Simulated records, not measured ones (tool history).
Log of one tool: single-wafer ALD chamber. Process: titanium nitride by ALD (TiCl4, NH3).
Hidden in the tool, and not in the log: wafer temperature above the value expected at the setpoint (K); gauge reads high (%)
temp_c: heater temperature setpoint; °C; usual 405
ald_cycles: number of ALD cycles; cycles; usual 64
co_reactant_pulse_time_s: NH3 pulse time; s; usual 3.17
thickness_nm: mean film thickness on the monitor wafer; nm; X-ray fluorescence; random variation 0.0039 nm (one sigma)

run    hour  temp_c  ald_cycles  co_reactant_pulse_time_s  wafers since the last listed run  hours since the last thermocouple change  hours since the showerhead was replaced  hours since the gauge calibration  read-back reference wafer on the same gauge, thickness_nm  thickness_nm
  1     0.0     405          64                      3.17                                 0                                     722.0                                   4080.4                              930.2                                                      1.584         1.550
  2    66.7     405          64                      3.17                               199                                     788.7                                   4147.1                              996.9                                                      1.580         1.543
  3    91.5     405          64                      3.17                                74                                     813.5                                   4171.9                             1021.7                                                      1.577         1.542
      114.9  -- gauge calibrated
  4   125.0     415          64                      2.46                               100                                     847.0                                   4205.4                               10.1                                                      1.614         1.572
  5   157.0     405          64                      3.17                                95                                     879.0                                   4237.4                               42.1                                                      1.613         1.576
  6   196.9     405          64                      3.17                               119                                     918.9                                   4277.3                               82.0                                                      1.614         1.574
  7   230.8     405          64                      3.17                               101                                     952.8                                   4311.2                              115.9                                                      1.612         1.579
  8   261.2     405          64                      3.17                                90                                     983.2                                   4341.6                              146.3                                                      1.614         1.575
  9   315.3     405          64                      3.17                               161                                    1037.3                                   4395.7                              200.4                                                      1.614         1.583
 10   350.3     405          64                      3.17                               104                                    1072.3                                   4430.7                              235.4                                                      1.610         1.571
 11   410.1     405          64                      3.17                               178                                    1132.1                                   4490.5                              295.2                                                      1.611         1.568
 12   460.0     405          64                      3.17                               149                                    1182.0                                   4540.4                              345.1                                                      1.610         1.567
 13   501.8     405          64                      3.17                               125                                    1223.8                                   4582.2                              386.9                                                      1.609         1.567
 14   553.0     405          64                      3.17                               153                                    1275.0                                   4633.4                              438.1                                                      1.608         1.574
 15   609.2     405          64                      3.17                               168                                    1331.2                                   4689.6                              494.3                                                      1.608         1.563
 16   660.5     405          64                      3.17                               153                                    1382.5                                   4740.9                              545.6                                                      1.604         1.568
 17   709.9     405          64                      3.17                               147                                    1431.9                                   4790.3                              595.0                                                      1.604         1.568
 18   754.8     405          64                      3.17                               134                                    1476.8                                   4835.2                              639.9                                                      1.600         1.562
 19   793.7     394          59                      3.17                               116                                    1515.7                                   4874.1                              678.8                                                      1.598         1.436
 20   833.7     405          68                      3.95                               119                                    1555.7                                   4914.1                              718.8                                                      1.597         1.669
 21   900.8     398          64                      4.24                               200                                    1622.8                                   4981.2                              785.9                                                      1.594         1.571
      936.3  -- thermocouple changed; heater temperature recalibrated
 22   972.4     405          64                      3.17                               190                                      36.1                                   5052.8                              857.5                                                      1.592         1.555
 23  1020.1     405          64                      4.36                               142                                      83.8                                   5100.5                              905.2                                                      1.588         1.568
     1038.9  -- gauge calibrated
 24  1055.2     405          64                      3.17                               105                                     118.9                                   5135.6                               16.3                                                      1.607         1.571
 25  1089.2     412          64                      4.19                               101                                     152.9                                   5169.6                               50.3                                                      1.607         1.581
 26  1155.2     395          76                      2.63                               197                                     218.9                                   5235.6                              116.3                                                      1.607         1.845
     1226.4  -- showerhead replaced
 27  1226.9     405          64                      3.17                               190                                     290.6                                      0.5                              188.0                                                      1.607         1.567
 28  1265.2     405          70                      3.17                               114                                     328.9                                     38.8                              226.3                                                      1.607         1.719
 29  1313.4     405          54                      3.17                               144                                     377.1                                     87.0                              274.5                                                      1.607         1.325
 30  1369.4     400          64                      1.93                               167                                     433.1                                    143.0                              330.5                                                      1.604         1.530
 31  1416.8     411          64                      3.17                               141                                     480.5                                    190.4                              377.9                                                      1.602         1.570
 32  1448.1     405          64                      3.17                                93                                     511.8                                    221.7                              409.2                                                      1.603         1.563
 33  1477.1     409          74                      3.17                                86                                     540.8                                    250.7                              438.2                                                      1.601         1.811
 34  1507.5     416          64                      3.17                                90                                     571.2                                    281.1                              468.6                                                      1.600         1.565
 35  1540.4     391          69                      3.17                                98                                     604.1                                    314.0                              501.5                                                      1.599         1.677

Forecast each of these 5 alternatives for the next run:
  A  1541.0     405          64                      3.17                                 1                                     604.7                                    314.6                              502.1                                                          ?             ?
  B  1541.0     410          70                      4.33                                 1                                     604.7                                    314.6                              502.1                                                          ?             ?
  C  1541.0     405          58                      3.17                                 1                                     604.7                                    314.6                              502.1                                                          ?             ?
  D  1541.0     405          76                      4.41                                 1                                     604.7                                    314.6                              502.1                                                          ?             ?
  E  1541.0     397          64                      3.17                                 1                                     604.7                                    314.6                              502.1                                                          ?             ?

run  read-back reference wafer on the same gauge, thickness_nm  thickness_nm
  A                                                      1.600         1.559
  B                                                      1.600         1.721
  C                                                      1.600         1.413
  D                                                      1.600         1.869
  E                                                      1.600         1.556
Without the tool's hidden state the same runs would have given:
run  thickness_nm
  A         1.569
  B         1.731
  C         1.422
  D         1.881
  E         1.566
